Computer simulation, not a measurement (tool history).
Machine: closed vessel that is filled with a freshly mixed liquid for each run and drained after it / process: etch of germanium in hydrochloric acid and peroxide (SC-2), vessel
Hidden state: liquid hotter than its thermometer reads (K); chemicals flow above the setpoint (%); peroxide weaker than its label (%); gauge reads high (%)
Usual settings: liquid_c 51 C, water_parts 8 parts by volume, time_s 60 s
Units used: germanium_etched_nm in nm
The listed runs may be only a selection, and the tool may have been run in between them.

run   hour  liquid_c  water_parts  time_s  wafers since the last listed run  hours since the thermometer was replaced  hours since the chemicals flow meter was replaced  hours since the drum of peroxide was connected  hours since the gauge calibration  read-back film thickness of the germanium reference wafer, read on the same gauge (nm)  germanium_etched_nm
  1      0        51            8      45                                 0                                       877                                             1113.5                                           265.6                               83.7                                                                                   50.01               112.97
  2    9.8        51            8      45                               996                                     886.8                                             1123.3                                           275.4                               93.5                                                                                      50               114.17
  3   24.1        51            8      60                              1453                                     901.1                                             1137.6                                           289.7                              107.8                                                                                   50.01               152.29
  4   40.8        51            8      60                              1697                                     917.8                                             1154.3                                           306.4                              124.5                                                                                   49.98               152.79
  5   47.2        51            8      60                               650                                     924.2                                             1160.7                                           312.8                              130.9                                                                                   50.01               150.07
  6   53.6        51            8      60                               650                                     930.6                                             1167.1                                           319.2                              137.3                                                                                   50.03               153.17
  7     65        51            8      60                              1158                                       942                                             1178.5                                           330.6                              148.7                                                                                   49.98               153.98
      69.1  -- gauge calibrated
  8   75.1        51            8      60                              1026                                     952.1                                             1188.6                                           340.7                                  6                                                                                   50.01                151.1
  9   82.4        51            8      60                               742                                     959.4                                             1195.9                                             348                               13.3                                                                                   49.99               151.87
 10   98.7        51            8      90                              1656                                     975.7                                             1212.2                                           364.3                               29.6                                                                                   50.02               226.59
     116.7  -- thermometer replaced
 11  117.2        43            8      75                              1778                                       0.5                                             1230.7                                           382.8                               48.1                                                                                      50               146.59
       127  -- new drum of peroxide connected
 12  132.2      43.5          4.5      60                              1423                                      15.5                                             1245.7                                             5.2                               63.1                                                                                      50               122.57
     162.4  -- chemicals flow meter replaced
 13  169.6      43.5          4.5      60                              3700                                      52.9                                                7.2                                            42.6                              100.5                                                                                   50.03               121.16
 14  175.8      60.5           10      35                               630                                      59.1                                               13.4                                            48.8                              106.7                                                                                   50.01               116.64
 15  192.4        51            8      60                              1687                                      75.7                                                 30                                            65.4                              123.3                                                                                   49.98               149.84
     197.5  -- gauge calibrated
 16    201      42.5          6.5      45                               874                                      84.3                                               38.6                                              74                                3.5                                                                                      50                87.34
 17    209      56.5          5.5      35                               813                                      92.3                                               46.6                                              82                               11.5                                                                                   50.01               107.53
 18  217.3      42.5           11      60                               843                                     100.6                                               54.9                                            90.3                               19.8                                                                                   49.99               111.64

Each row is a separate what-if for the run after 18, all from the same tool condition, not one after another. Results?
  A   218        51            8      60                                71                                     101.3                                               55.6                                              91                               20.5                                                                                       ?                    ?
  B   218        41            8      75                                71                                     101.3                                               55.6                                              91                               20.5                                                                                       ?                    ?
  C   218        51           11      60                                71                                     101.3                                               55.6                                              91                               20.5                                                                                       ?                    ?
  D   218        59            8      90                                71                                     101.3                                               55.6                                              91                               20.5                                                                                       ?                    ?
  E   218        57            6      85                                71                                     101.3                                               55.6                                              91                               20.5                                                                                       ?                    ?

run  read-back film thickness of the germanium reference wafer, read on the same gauge (nm)  germanium_etched_nm
  A                                                                                      50               152.16
  B                                                                                      50               137.25
  C                                                                                      50               147.95
  D                                                                                      50               291.76
  E                                                                                      50               264.03
What these runs would have given with no unlogged condition in the tool:
run  germanium_etched_nm
  A               152.16
  B               137.25
  C               147.95
  D               291.76
  E               264.03

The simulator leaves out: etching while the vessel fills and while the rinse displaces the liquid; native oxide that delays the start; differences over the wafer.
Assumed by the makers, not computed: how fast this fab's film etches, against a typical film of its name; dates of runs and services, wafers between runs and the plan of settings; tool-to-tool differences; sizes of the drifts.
